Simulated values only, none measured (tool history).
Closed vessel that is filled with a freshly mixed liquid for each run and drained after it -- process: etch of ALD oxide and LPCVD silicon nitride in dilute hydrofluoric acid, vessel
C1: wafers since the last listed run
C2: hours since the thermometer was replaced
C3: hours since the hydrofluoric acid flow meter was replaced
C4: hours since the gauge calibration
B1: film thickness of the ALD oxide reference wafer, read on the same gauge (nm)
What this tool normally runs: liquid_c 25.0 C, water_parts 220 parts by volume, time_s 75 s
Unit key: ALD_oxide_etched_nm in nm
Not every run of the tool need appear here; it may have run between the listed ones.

run 1 hour=0.0 | liquid_c=25.0 water_parts=220 time_s=75 | C1=0 C2=704.3 C3=279.2 C4=420.8 | B1=90.00 | ALD_oxide_etched_nm=8.99
run 2 hour=57.7 | liquid_c=25.0 water_parts=220 time_s=75 | C1=7389 C2=762.0 C3=336.9 C4=478.5 | B1=90.00 | ALD_oxide_etched_nm=8.99
run 3 hour=126.5 | liquid_c=25.0 water_parts=265 time_s=75 | C1=8810 C2=830.8 C3=405.7 C4=547.3 | B1=90.00 | ALD_oxide_etched_nm=7.08
run 4 hour=190.4 | liquid_c=25.0 water_parts=220 time_s=75 | C1=8183 C2=894.7 C3=469.6 C4=611.2 | B1=90.03 | ALD_oxide_etched_nm=8.82
run 5 hour=243.3 | liquid_c=25.0 water_parts=220 time_s=75 | C1=6774 C2=947.6 C3=522.5 C4=664.1 | B1=89.99 | ALD_oxide_etched_nm=8.87
run 6 hour=298.0 | liquid_c=25.0 water_parts=220 time_s=75 | C1=7005 C2=1002.3 C3=577.2 C4=718.8 | B1=90.01 | ALD_oxide_etched_nm=8.74
run 7 hour=356.8 | liquid_c=25.0 water_parts=220 time_s=75 | C1=7530 C2=1061.1 C3=636.0 C4=777.6 | B1=90.00 | ALD_oxide_etched_nm=8.85
-- hour=363.2 gauge calibrated
run 8 hour=391.5 | liquid_c=25.0 water_parts=220 time_s=75 | C1=4443 C2=1095.8 C3=670.7 C4=28.3 | B1=89.99 | ALD_oxide_etched_nm=8.88
run 9 hour=420.8 | liquid_c=25.0 water_parts=220 time_s=75 | C1=3752 C2=1125.1 C3=700.0 C4=57.6 | B1=89.99 | ALD_oxide_etched_nm=8.87
run 10 hour=488.5 | liquid_c=25.0 water_parts=220 time_s=95 | C1=8669 C2=1192.8 C3=767.7 C4=125.3 | B1=90.00 | ALD_oxide_etched_nm=11.04
run 11 hour=556.7 | liquid_c=25.0 water_parts=220 time_s=95 | C1=8733 C2=1261.0 C3=835.9 C4=193.5 | B1=90.01 | ALD_oxide_etched_nm=11.15
run 12 hour=599.9 | liquid_c=25.0 water_parts=220 time_s=95 | C1=5532 C2=1304.2 C3=879.1 C4=236.7 | B1=90.00 | ALD_oxide_etched_nm=11.08
run 13 hour=655.6 | liquid_c=25.0 water_parts=220 time_s=75 | C1=7133 C2=1359.9 C3=934.8 C4=292.4 | B1=89.99 | ALD_oxide_etched_nm=8.73
run 14 hour=710.3 | liquid_c=25.0 water_parts=220 time_s=75 | C1=7005 C2=1414.6 C3=989.5 C4=347.1 | B1=90.00 | ALD_oxide_etched_nm=8.63
run 15 hour=778.2 | liquid_c=25.0 water_parts=220 time_s=75 | C1=8695 C2=1482.5 C3=1057.4 C4=415.0 | B1=90.00 | ALD_oxide_etched_nm=8.71
run 16 hour=829.6 | liquid_c=29.5 water_parts=220 time_s=55 | C1=6582 C2=1533.9 C3=1108.8 C4=466.4 | B1=90.00 | ALD_oxide_etched_nm=7.35
run 17 hour=881.2 | liquid_c=26.5 water_parts=185 time_s=75 | C1=6608 C2=1585.5 C3=1160.4 C4=518.0 | B1=89.98 | ALD_oxide_etched_nm=11.29
run 18 hour=933.4 | liquid_c=23.0 water_parts=260 time_s=40 | C1=6684 C2=1637.7 C3=1212.6 C4=570.2 | B1=90.00 | ALD_oxide_etched_nm=3.45
-- hour=962.2 gauge calibrated
run 19 hour=984.1 | liquid_c=20.5 water_parts=275 time_s=75 | C1=6492 C2=1688.4 C3=1263.3 C4=21.9 | B1=89.98 | ALD_oxide_etched_nm=5.51

What will run 20 give?
run 20 hour=1011.4 | liquid_c=28.0 water_parts=270 time_s=75 | C1=3496 C2=1715.7 C3=1290.6 C4=49.2 | B1=? | ALD_oxide_etched_nm=?

{"run 20": {"B1": 89.99, "ALD_oxide_etched_nm": 7.33}}
If the tool had no hidden condition, the same run with the same run-to-run variation would have returned ALD_oxide_etched_nm 7.80 nm.

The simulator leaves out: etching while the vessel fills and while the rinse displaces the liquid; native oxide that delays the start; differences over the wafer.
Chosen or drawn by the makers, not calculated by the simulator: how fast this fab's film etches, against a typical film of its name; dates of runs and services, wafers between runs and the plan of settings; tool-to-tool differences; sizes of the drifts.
